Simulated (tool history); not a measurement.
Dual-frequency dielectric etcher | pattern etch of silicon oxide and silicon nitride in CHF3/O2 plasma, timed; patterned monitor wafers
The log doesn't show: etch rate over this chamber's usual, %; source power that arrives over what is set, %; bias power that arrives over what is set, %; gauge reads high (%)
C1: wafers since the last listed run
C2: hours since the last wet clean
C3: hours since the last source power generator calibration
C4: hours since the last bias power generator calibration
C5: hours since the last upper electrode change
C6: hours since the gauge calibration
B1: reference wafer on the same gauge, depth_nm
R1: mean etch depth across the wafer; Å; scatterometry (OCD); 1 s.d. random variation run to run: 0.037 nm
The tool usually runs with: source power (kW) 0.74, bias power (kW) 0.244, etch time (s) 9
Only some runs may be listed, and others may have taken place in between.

Run 1, day 0: usual settings but etch time (s) 11; C1 0; C2 387.8; C3 4770.6; C4 2277; C5 4708.2; C6 2873.8; B1 16.6. Result: R1 195.2 Å.
Run 2, day 3.896: usual settings but bias power (kW) 0.281; C1 1180; C2 481.3; C3 4864.1; C4 2370.5; C5 4801.7; C6 2967.3; B1 16.6. Result: R1 169.6 Å.
Run 3, day 5.7: usual settings but bias power (kW) 0.281; C1 546; C2 524.6; C3 4907.4; C4 2413.8; C5 4845; C6 3010.6; B1 16.6. Result: R1 170 Å.
At day 7.179: wet clean of the chamber.
Run 4, day 7.404: usual settings but bias power (kW) 0.281; C1 213; C2 5.4; C3 4948.3; C4 2454.7; C5 4885.9; C6 3051.5; B1 16.6. Result: R1 169.4 Å.
Run 5, day 9.012: usual settings but source power (kW) 0.83; C1 487; C2 44; C3 4986.9; C4 2493.3; C5 4924.5; C6 3090.1; B1 16.6. Result: R1 167 Å.
Run 6, day 10.6: usual settings; C1 480; C2 82.1; C3 5025; C4 2531.4; C5 4962.6; C6 3128.2; B1 16.6. Result: R1 160 Å.
Run 7, day 15.1: usual settings; C1 1363; C2 190.1; C3 5133; C4 2639.4; C5 5070.6; C6 3236.2; B1 16.6. Result: R1 159.3 Å.
At day 18.246: source power generator calibrated.
Run 8, day 18.425: usual settings; C1 956; C2 269.9; C3 4.3; C4 2719.2; C5 5150.4; C6 3316; B1 16.6. Result: R1 163.1 Å.
Run 9, day 29.025: usual settings but bias power (kW) 0.263; C1 3211; C2 524.3; C3 258.7; C4 2973.6; C5 5404.8; C6 3570.4; B1 16.6. Result: R1 169.4 Å.
At day 30.933: wet clean of the chamber.
Run 10, day 33.333: usual settings but source power (kW) 0.64, bias power (kW) 0.287, etch time (s) 8; C1 1002; C2 57.6; C3 362.1; C4 3077; C5 5508.2; C6 3673.8; B1 16.6. Result: R1 147.5 Å.
Run 11, day 35.733: usual settings; C1 727; C2 115.2; C3 419.7; C4 3134.6; C5 5565.8; C6 3731.4; B1 16.6. Result: R1 164.2 Å.
Run 12, day 38.592: usual settings but source power (kW) 0.62, bias power (kW) 0.198, etch time (s) 6.5; C1 865; C2 183.8; C3 488.3; C4 3203.2; C5 5634.4; C6 3800; B1 16.6. Result: R1 100.5 Å.
At day 42.317: bias power generator calibrated.
Run 13, day 42.779: usual settings but source power (kW) 0.64, bias power (kW) 0.274, etch time (s) 10; C1 1218; C2 284.3; C3 588.8; C4 11.1; C5 5734.9; C6 3900.5; B1 16.61. Result: R1 176.7 Å.
At day 45.125: gauge calibrated.
Run 14, day 46.338: usual settings but source power (kW) 0.8, bias power (kW) 0.229; C1 1077; C2 369.7; C3 674.2; C4 96.5; C5 5820.3; C6 29.1; B1 16.6. Result: R1 162.4 Å.
At day 48.342: upper electrode replaced.
Run 15, day 49.946: usual settings but bias power (kW) 0.224; C1 790; C2 456.3; C3 760.8; C4 183.1; C5 38.5; C6 115.7; B1 16.6. Result: R1 154.9 Å.
Run 16, day 52.754: usual settings but etch time (s) 11; C1 850; C2 523.7; C3 828.2; C4 250.5; C5 105.9; C6 183.1; B1 16.6. Result: R1 196.1 Å.
At day 56.221: wet clean of the chamber.
Run 17, day 56.242: usual settings but source power (kW) 0.86, bias power (kW) 0.226, etch time (s) 10.5; C1 753; C2 0.5; C3 911.9; C4 334.2; C5 189.6; C6 266.8; B1 16.59. Result: R1 194.2 Å.
Run 18, day 59.179: usual settings; C1 889; C2 71; C3 982.4; C4 404.7; C5 260.1; C6 337.3; B1 16.59. Result: R1 160.9 Å.
Run 19, day 61.888: usual settings but source power (kW) 0.62, bias power (kW) 0.285; C1 820; C2 136; C3 1047.4; C4 469.7; C5 325.1; C6 402.3; B1 16.6. Result: R1 158.9 Å.
Run 20, day 65.55: usual settings but source power (kW) 0.57, etch time (s) 9.5; C1 1109; C2 223.9; C3 1135.3; C4 557.6; C5 413; C6 490.2; B1 16.6. Result: R1 151.8 Å.
Run 21, day 67.346: usual settings; C1 544; C2 267; C3 1178.4; C4 600.7; C5 456.1; C6 533.3; B1 16.6. Result: R1 161.3 Å.
Run 22, day 71.504: usual settings but source power (kW) 0.84, etch time (s) 8; C1 1259; C2 366.8; C3 1278.2; C4 700.5; C5 555.9; C6 633.1; B1 16.61. Result: R1 150.8 Å.
Run 23, day 78.979: usual settings but etch time (s) 8; C1 2264; C2 546.2; C3 1457.6; C4 879.9; C5 735.3; C6 812.5; B1 16.59. Result: R1 143.2 Å.
Run 24, day 80.729: usual settings but bias power (kW) 0.195, etch time (s) 10.5; C1 530; C2 588.2; C3 1499.6; C4 921.9; C5 777.3; C6 854.5; B1 16.61. Result: R1 170.9 Å.
At day 83.829: wet clean of the chamber.
Run 25, day 84.175: usual settings; C1 740; C2 8.3; C3 1582.3; C4 1004.6; C5 860; C6 937.2; B1 16.6. Result: R1 161.1 Å.
Run 26, day 86.421: usual settings but bias power (kW) 0.26, etch time (s) 7; C1 680; C2 62.2; C3 1636.2; C4 1058.5; C5 913.9; C6 991.1; B1 16.6. Result: R1 128.7 Å.
Run 27, day 89.475: usual settings but source power (kW) 0.9, etch time (s) 8; C1 925; C2 135.5; C3 1709.5; C4 1131.8; C5 987.2; C6 1064.4; B1 16.6. Result: R1 155.8 Å.
Run 28, day 93.717: usual settings but source power (kW) 0.56, etch time (s) 7.5; C1 1284; C2 237.3; C3 1811.3; C4 1233.6; C5 1089; C6 1166.2; B1 16.6. Result: R1 118.7 Å.

Difference, measured minus no-hidden-state, one row per run. Run-to-run variation is common to both terms; the gauge's own scatter need not be:
run    R1
  1  -2.1
  2  -1.7
  3  -1.7
  4  -1.7
  5  -1.8
  6  -1.8
  7  -1.8
  8  +2.6
  9    +3
 10  +2.8
 11  +3.1
 12  +1.9
 13  -0.1
 14    +0
 15    +0
 16  -0.1
 17  -0.1
 18  -0.1
 19  -0.1
 20  -0.1
 21  -0.1
 22  -0.1
 23  -0.1
 24  -0.1
 25  -0.1
 26  -0.1
 27  -0.1
 28    +0

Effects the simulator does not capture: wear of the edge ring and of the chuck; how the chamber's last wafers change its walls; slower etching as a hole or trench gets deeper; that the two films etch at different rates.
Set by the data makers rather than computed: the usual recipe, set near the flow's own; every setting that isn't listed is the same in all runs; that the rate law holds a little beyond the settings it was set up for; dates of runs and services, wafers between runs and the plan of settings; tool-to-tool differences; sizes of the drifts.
